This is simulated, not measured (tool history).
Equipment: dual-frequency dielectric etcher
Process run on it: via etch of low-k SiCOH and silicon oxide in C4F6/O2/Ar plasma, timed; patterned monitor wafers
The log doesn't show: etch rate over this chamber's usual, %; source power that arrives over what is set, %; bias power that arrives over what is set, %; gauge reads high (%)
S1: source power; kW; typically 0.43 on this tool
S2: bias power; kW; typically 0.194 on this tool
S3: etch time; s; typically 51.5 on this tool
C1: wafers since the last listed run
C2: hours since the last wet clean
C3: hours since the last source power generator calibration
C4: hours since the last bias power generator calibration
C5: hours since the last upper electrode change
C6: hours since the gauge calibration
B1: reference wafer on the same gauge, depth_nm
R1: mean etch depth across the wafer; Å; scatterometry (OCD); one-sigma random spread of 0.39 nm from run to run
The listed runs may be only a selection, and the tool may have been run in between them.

Run 1, hour 0: usual settings but S3 48 s; C1 0; C2 290.5; C3 3213.1; C4 2438.3; C5 0.5; C6 896.4; B1 132. Result: R1 1411 Å.
Run 2, hour 0.4: usual settings but S3 48 s; C1 3; C2 290.9; C3 3213.5; C4 2438.7; C5 0.9; C6 896.8; B1 132. Result: R1 1405 Å.
Run 3, hour 18.8: usual settings but S3 48 s; C1 151; C2 309.3; C3 3231.9; C4 2457.1; C5 19.3; C6 915.2; B1 132.1. Result: R1 1408 Å.
Run 4, hour 54: usual settings; C1 290; C2 344.5; C3 3267.1; C4 2492.3; C5 54.5; C6 950.4; B1 131.9. Result: R1 1504 Å.
Run 5, hour 75.5: usual settings; C1 177; C2 366; C3 3288.6; C4 2513.8; C5 76; C6 971.9; B1 131.9. Result: R1 1514 Å.
Run 6, hour 90.5: usual settings but S1 0.36 kW, S2 0.153 kW, S3 66 s; C1 123; C2 381; C3 3303.6; C4 2528.8; C5 91; C6 986.9; B1 131.9. Result: R1 1688 Å.
Run 7, hour 117.7: usual settings but S2 0.161 kW, S3 67 s; C1 224; C2 408.2; C3 3330.8; C4 2556; C5 118.2; C6 1014.1; B1 131.9. Result: R1 1810 Å.
Run 8, hour 145.3: usual settings but S1 0.35 kW, S3 46 s; C1 227; C2 435.8; C3 3358.4; C4 2583.6; C5 145.8; C6 1041.7; B1 132. Result: R1 1300 Å.
Run 9, hour 169.2: usual settings; C1 197; C2 459.7; C3 3382.3; C4 2607.5; C5 169.7; C6 1065.6; B1 131.9. Result: R1 1513 Å.
Run 10, hour 220.3: usual settings but S1 0.37 kW, S2 0.219 kW, S3 66.5 s; C1 421; C2 510.8; C3 3433.4; C4 2658.6; C5 220.8; C6 1116.7; B1 132. Result: R1 1986 Å.
Run 11, hour 254.1: usual settings but S2 0.161 kW; C1 279; C2 544.6; C3 3467.2; C4 2692.4; C5 254.6; C6 1150.5; B1 132. Result: R1 1403 Å.
Run 12, hour 284: usual settings; C1 246; C2 574.5; C3 3497.1; C4 2722.3; C5 284.5; C6 1180.4; B1 132. Result: R1 1506 Å.
At hour 291.1: gauge calibrated.
Run 13, hour 312: usual settings but S1 0.46 kW, S3 55.5 s; C1 231; C2 602.5; C3 3525.1; C4 2750.3; C5 312.5; C6 20.9; B1 132.1. Result: R1 1651 Å.
At hour 357.5: source power generator calibrated.
At hour 358.5: wet clean of the chamber.
Run 14, hour 359: usual settings; C1 347; C2 0.5; C3 1.5; C4 2797.3; C5 359.5; C6 67.9; B1 132. Result: R1 1511 Å.
Run 15, hour 363: usual settings but S2 0.173 kW; C1 33; C2 4.5; C3 5.5; C4 2801.3; C5 363.5; C6 71.9; B1 132. Result: R1 1443 Å.
Run 16, hour 388.3: usual settings but S1 0.49 kW, S2 0.163 kW, S3 40.5 s; C1 208; C2 29.8; C3 30.8; C4 2826.6; C5 388.8; C6 97.2; B1 132. Result: R1 1140 Å.
Run 17, hour 488.5: usual settings; C1 827; C2 130; C3 131; C4 2926.8; C5 489; C6 197.4; B1 132.1. Result: R1 1507 Å.
At hour 507: bias power generator calibrated.
Run 18, hour 507.5: usual settings but S1 0.34 kW, S2 0.16 kW, S3 61.5 s; C1 123; C2 149; C3 150; C4 0.5; C5 508; C6 216.4; B1 132. Result: R1 1578 Å.
Run 19, hour 525.6: usual settings but S1 0.34 kW, S2 0.218 kW, S3 60.5 s; C1 149; C2 167.1; C3 168.1; C4 18.6; C5 526.1; C6 234.5; B1 132. Result: R1 1770 Å.
Run 20, hour 551: usual settings but S1 0.33 kW, S3 47.5 s; C1 209; C2 192.5; C3 193.5; C4 44; C5 551.5; C6 259.9; B1 132.1. Result: R1 1320 Å.
Run 21, hour 579.5: usual settings but S1 0.47 kW, S3 36.5 s; C1 235; C2 221; C3 222; C4 72.5; C5 580; C6 288.4; B1 132. Result: R1 1094 Å.
Run 22, hour 606.2: usual settings but S1 0.33 kW, S2 0.18 kW, S3 43.5 s; C1 220; C2 247.7; C3 248.7; C4 99.2; C5 606.7; C6 315.1; B1 132.1. Result: R1 1163 Å.
Run 23, hour 638.9: usual settings; C1 270; C2 280.4; C3 281.4; C4 131.9; C5 639.4; C6 347.8; B1 132. Result: R1 1520 Å.
Run 24, hour 674.4: usual settings but S2 0.162 kW, S3 58 s; C1 293; C2 315.9; C3 316.9; C4 167.4; C5 674.9; C6 383.3; B1 132. Result: R1 1580 Å.
Run 25, hour 708.4: usual settings but S1 0.48 kW; C1 280; C2 349.9; C3 350.9; C4 201.4; C5 708.9; C6 417.3; B1 131.8. Result: R1 1550 Å.
Run 26, hour 733.1: usual settings but S3 57.5 s; C1 203; C2 374.6; C3 375.6; C4 226.1; C5 733.6; C6 442; B1 132.1. Result: R1 1683 Å.
Run 27, hour 758.4: usual settings but S2 0.237 kW, S3 44 s; C1 208; C2 399.9; C3 400.9; C4 251.4; C5 758.9; C6 467.3; B1 132. Result: R1 1400 Å.
Run 28, hour 776.5: usual settings but S1 0.51 kW, S2 0.146 kW; C1 149; C2 418; C3 419; C4 269.5; C5 777; C6 485.4; B1 132. Result: R1 1398 Å.
Run 29, hour 793: usual settings but S2 0.242 kW; C1 136; C2 434.5; C3 435.5; C4 286; C5 793.5; C6 501.9; B1 131.9. Result: R1 1655 Å.

5 ways to go on from here, each from the tool as it stands after run 29. What would each give?
Run A, hour 793.4: usual settings but S2 0.148 kW; C1 3; C2 434.9; C3 435.9; C4 286.4; C5 793.9; C6 502.3; B1 ?. Result: R1 ?.
Run B, hour 793.4: usual settings but S3 67 s; C1 3; C2 434.9; C3 435.9; C4 286.4; C5 793.9; C6 502.3; B1 ?. Result: R1 ?.
Run C, hour 793.4: usual settings but S3 43 s; C1 3; C2 434.9; C3 435.9; C4 286.4; C5 793.9; C6 502.3; B1 ?. Result: R1 ?.
Run D, hour 793.4: usual settings but S1 0.49 kW, S3 66 s; C1 3; C2 434.9; C3 435.9; C4 286.4; C5 793.9; C6 502.3; B1 ?. Result: R1 ?.
Run E, hour 793.4: usual settings but S1 0.39 kW, S2 0.173 kW, S3 57 s; C1 3; C2 434.9; C3 435.9; C4 286.4; C5 793.9; C6 502.3; B1 ?. Result: R1 ?.

run     B1    R1
  A  132.1  1350
  B  132.1  1967
  C  132.1  1263
  D  132.1  1997
  E  132.1  1562
Without the tool's hidden state the same runs would have given:
run    R1
  A  1350
  B  1967
  C  1263
  D  1997
  E  1562
